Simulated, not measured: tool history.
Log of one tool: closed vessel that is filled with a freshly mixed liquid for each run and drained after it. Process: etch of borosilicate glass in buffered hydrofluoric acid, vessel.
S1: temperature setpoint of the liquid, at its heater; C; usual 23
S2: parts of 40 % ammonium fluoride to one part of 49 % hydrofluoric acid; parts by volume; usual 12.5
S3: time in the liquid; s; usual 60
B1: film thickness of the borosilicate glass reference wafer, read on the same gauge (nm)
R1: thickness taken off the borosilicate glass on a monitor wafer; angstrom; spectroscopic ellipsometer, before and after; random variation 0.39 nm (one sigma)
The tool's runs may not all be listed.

run	day	S1	S2	S3	B1	R1
1	0	23	12.5	60	100.01	553.6
2	0.708	23	12.5	60	100.02	556.3
3	1.483	23	12.5	60	100.02	553
4	2.604	23	12.5	60	100.02	549.8
5	3.562	23	11.5	85	100.01	854
6	4.754	23	11.5	85	100	839.7
7	7.083	23	11.5	85	99.99	848.9
8	7.746	23	12.5	80	99.99	729.5
9	8.775	23	12.5	80	99.99	729.7
10	9.621	23	12.5	80	100.02	729
11	10.217	20	12.5	60	99.98	463.3
12	11.112	20	12.5	60	99.98	464.9
# day 11.592: gauge calibrated
13	11.942	20	12.5	60	100.01	462.3
14	13.121	23	12.5	30	99.99	272.9
15	14.196	21.5	12.5	90	99.99	741.7
# day 14.683: thermometer replaced
16	14.804	20	12.5	40	100	343.1
17	16.162	23	12.5	60	99.96	598
18	17.271	23	12.5	60	100	608.7
19	18.3	26.5	14	90	100.02	973.2
20	18.875	23	8.5	85	99.99	1223.7
21	19.625	26.5	12.5	60	99.98	727.8
# day 19.929: hydrofluoric acid flow meter replaced
22	20.296	23	17	70	99.97	524.2
23	21.033	23	12.5	60	100.01	606.9
24	22.383	21.5	14	40	99.99	330.2
25	23.062	23	8.5	60	100	852.6
26	23.8	23	12.5	60	99.99	603.4
27	24.767	25.5	12.5	60	100	691.8
28	25.9	23	11	30	100.03	339.6
29	27.146	23	12.5	60	100.01	601.6
30	28.046	24.5	9.5	80	100.02	1117.1
31	29.379	21.5	14	40	99.99	328.7
32	30.542	25	12.5	90	100.03	1000.9
33	31.208	20.5	12.5	60	100.02	519.2

4 ways to go on from here, each from the tool as it stands after run 33. What would each give?
A	31.238	23	8	60	?	?
B	31.238	23	9	60	?	?
C	31.238	19.5	12.5	60	?	?
D	31.238	26.5	10.5	40	?	?

run	B1	R1
A	100.02	910.1
B	100.02	799.2
C	100.02	494.5
D	100.02	572.1
Without the tool's hidden state the same runs would have given:
run	R1
A	956.3
B	839.8
C	520.2
D	600.6
